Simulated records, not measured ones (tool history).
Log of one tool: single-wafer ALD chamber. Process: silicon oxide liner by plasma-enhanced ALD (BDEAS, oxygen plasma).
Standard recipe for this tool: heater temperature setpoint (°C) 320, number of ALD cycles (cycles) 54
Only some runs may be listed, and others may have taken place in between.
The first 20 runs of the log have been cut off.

| run | day | heater temperature setpoint (°C) | number of ALD cycles (cycles) | wafers since the last listed run | hours since the last thermocouple change | hours since the gauge calibration | read-back reference wafer on the same gauge, thickness_nm | mean film thickness on the monitor wafer (Å) |
|---|---|---|---|---|---|---|---|---|
| 21 | 9.167 | 320 | 46 | 126 | 2204.3 | 364.3 | 3.899 | 40.83 |
| 22 | 9.446 | 320 | 54 | 51 | 2211 | 371 | 3.898 | 48.55 |
| 23 | 10.054 | 320 | 54 | 112 | 2225.6 | 385.6 | 3.899 | 48.55 |
| 24 | 10.796 | 320 | 54 | 136 | 2243.4 | 403.4 | 3.9 | 47.76 |
| 25 | 11.3 | 320 | 54 | 93 | 2255.5 | 415.5 | 3.904 | 47.68 |
|  | 11.7 | gauge calibrated |
| 26 | 11.758 | 305 | 54 | 84 | 2266.5 | 1.4 | 3.901 | 49.35 |
| 27 | 12.358 | 313 | 49 | 110 | 2280.9 | 15.8 | 3.899 | 44.03 |
| 28 | 12.625 | 327 | 45 | 49 | 2287.3 | 22.2 | 3.905 | 39.43 |
| 29 | 12.983 | 333 | 59 | 66 | 2295.9 | 30.8 | 3.902 | 51.25 |
| 30 | 13.533 | 315 | 54 | 101 | 2309.1 | 44 | 3.904 | 48.23 |
| 31 | 14.05 | 307 | 63 | 95 | 2321.5 | 56.4 | 3.901 | 56.71 |
|  | 14.971 | thermocouple changed; heater temperature recalibrated |
| 32 | 15.321 | 333 | 62 | 173 | 8.4 | 86.9 | 3.905 | 54.25 |
| 33 | 15.879 | 324 | 58 | 103 | 21.8 | 100.3 | 3.899 | 51.17 |
| 34 | 16.304 | 309 | 48 | 78 | 32 | 110.5 | 3.904 | 43.39 |
| 35 | 16.554 | 328 | 46 | 46 | 38 | 116.5 | 3.897 | 40.26 |
| 36 | 17.275 | 320 | 54 | 133 | 55.3 | 133.8 | 3.894 | 47.87 |
| 37 | 17.954 | 316 | 59 | 125 | 71.6 | 150.1 | 3.903 | 52.71 |
| 38 | 19.746 | 308 | 63 | 330 | 114.6 | 193.1 | 3.903 | 56.24 |
| 39 | 20.412 | 320 | 50 | 123 | 130.6 | 209.1 | 3.898 | 44.57 |
| 40 | 20.762 | 320 | 54 | 64 | 139 | 217.5 | 3.902 | 48.08 |

For run 41, what comes out?
| 41 | 21.229 | 333 | 58 | 86 | 150.2 | 228.7 | ? | ? |

read-back reference wafer on the same gauge, thickness_nm: 3.902
mean film thickness on the monitor wafer (Å): 50.66
The same run, on a tool lacking any hidden state, would have yielded mean film thickness on the monitor wafer (Å) 50.66.
